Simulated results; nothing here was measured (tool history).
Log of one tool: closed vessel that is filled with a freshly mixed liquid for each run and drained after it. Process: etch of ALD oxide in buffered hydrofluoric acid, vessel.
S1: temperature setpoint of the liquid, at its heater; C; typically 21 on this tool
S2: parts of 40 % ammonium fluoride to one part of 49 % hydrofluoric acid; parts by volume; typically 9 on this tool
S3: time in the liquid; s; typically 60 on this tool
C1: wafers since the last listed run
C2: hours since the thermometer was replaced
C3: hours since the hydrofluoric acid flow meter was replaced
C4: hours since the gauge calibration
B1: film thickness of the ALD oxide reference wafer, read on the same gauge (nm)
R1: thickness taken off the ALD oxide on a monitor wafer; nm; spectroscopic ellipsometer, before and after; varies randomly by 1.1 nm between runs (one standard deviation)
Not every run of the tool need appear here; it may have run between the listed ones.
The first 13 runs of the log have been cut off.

run 14 day=6.408 | S1=17 S2=9 S3=60 | C1=1637 C2=798.3 C3=42.3 C4=574 | B1=119.99 | R1=86.58
run 15 day=7.775 | S1=21 S2=9 S3=60 | C1=4229 C2=831.1 C3=75.1 C4=606.8 | B1=119.99 | R1=108.02
run 16 day=8.204 | S1=19.5 S2=11.5 S3=90 | C1=1328 C2=841.4 C3=85.4 C4=617.1 | B1=119.98 | R1=122.44
-- day=8.271 gauge calibrated
run 17 day=8.796 | S1=21 S2=9 S3=60 | C1=1831 C2=855.6 C3=99.6 C4=12.6 | B1=120.03 | R1=109.53
run 18 day=9.267 | S1=21 S2=9 S3=60 | C1=1457 C2=866.9 C3=110.9 C4=23.9 | B1=120.01 | R1=108.97
run 19 day=9.579 | S1=18 S2=7 S3=70 | C1=967 C2=874.4 C3=118.4 C4=31.4 | B1=120.03 | R1=140.42
run 20 day=9.967 | S1=21 S2=12 S3=40 | C1=1199 C2=883.7 C3=127.7 C4=40.7 | B1=119.99 | R1=56.49
run 21 day=10.262 | S1=21 S2=9 S3=80 | C1=915 C2=890.8 C3=134.8 C4=47.8 | B1=120 | R1=144.68
run 22 day=10.554 | S1=21 S2=9 S3=60 | C1=902 C2=897.8 C3=141.8 C4=54.8 | B1=120.05 | R1=110.54
run 23 day=11.062 | S1=21 S2=9 S3=60 | C1=1573 C2=910 C3=154 C4=67 | B1=120.01 | R1=108.68
run 24 day=11.517 | S1=21 S2=12 S3=35 | C1=1405 C2=920.9 C3=164.9 C4=77.9 | B1=119.99 | R1=49.67
run 25 day=12.042 | S1=17 S2=7.5 S3=60 | C1=1624 C2=933.5 C3=177.5 C4=90.5 | B1=119.99 | R1=103.82
run 26 day=12.704 | S1=21 S2=9 S3=60 | C1=2050 C2=949.4 C3=193.4 C4=106.4 | B1=120.02 | R1=109.13
-- day=13.112 thermometer replaced
run 27 day=13.204 | S1=21 S2=9 S3=95 | C1=1418 C2=2.2 C3=205.4 C4=118.4 | B1=119.98 | R1=171.78
run 28 day=13.767 | S1=21 S2=9 S3=60 | C1=1740 C2=15.7 C3=218.9 C4=131.9 | B1=120.01 | R1=109.84
run 29 day=14.038 | S1=21 S2=11 S3=40 | C1=838 C2=22.2 C3=225.4 C4=138.4 | B1=120 | R1=62.84
run 30 day=16.138 | S1=24.5 S2=6.5 S3=40 | C1=6499 C2=72.6 C3=275.8 C4=188.8 | B1=119.99 | R1=123.14
run 31 day=16.833 | S1=24.5 S2=12.5 S3=80 | C1=2153 C2=89.3 C3=292.5 C4=205.5 | B1=120.05 | R1=133.02
run 32 day=17.158 | S1=18.5 S2=9 S3=80 | C1=1005 C2=97.1 C3=300.3 C4=213.3 | B1=119.99 | R1=125.43
run 33 day=17.767 | S1=21 S2=7 S3=60 | C1=1882 C2=111.7 C3=314.9 C4=227.9 | B1=120.03 | R1=144.03
run 34 day=18.192 | S1=21 S2=6 S3=60 | C1=1315 C2=121.9 C3=325.1 C4=238.1 | B1=119.99 | R1=165.87
run 35 day=18.892 | S1=22.5 S2=9 S3=60 | C1=2166 C2=138.7 C3=341.9 C4=254.9 | B1=120.02 | R1=117.92

Forecast each of these 3 alternatives for the next run:
run A day=18.921 | S1=17.5 S2=9 S3=60 | C1=90 C2=139.4 C3=342.6 C4=255.6 | B1=? | R1=?
run B day=18.921 | S1=25 S2=10.5 S3=80 | C1=90 C2=139.4 C3=342.6 C4=255.6 | B1=? | R1=?
run C day=18.921 | S1=17.5 S2=11 S3=60 | C1=90 C2=139.4 C3=342.6 C4=255.6 | B1=? | R1=?

run=A B1=120.01 R1=90.33
run=B B1=120.01 R1=163
run=C B1=120.01 R1=77.03
With the hidden condition removed and each run's random variation left untouched, the same runs would have given:
run=A R1=90.33
run=B R1=163
run=C R1=77.03

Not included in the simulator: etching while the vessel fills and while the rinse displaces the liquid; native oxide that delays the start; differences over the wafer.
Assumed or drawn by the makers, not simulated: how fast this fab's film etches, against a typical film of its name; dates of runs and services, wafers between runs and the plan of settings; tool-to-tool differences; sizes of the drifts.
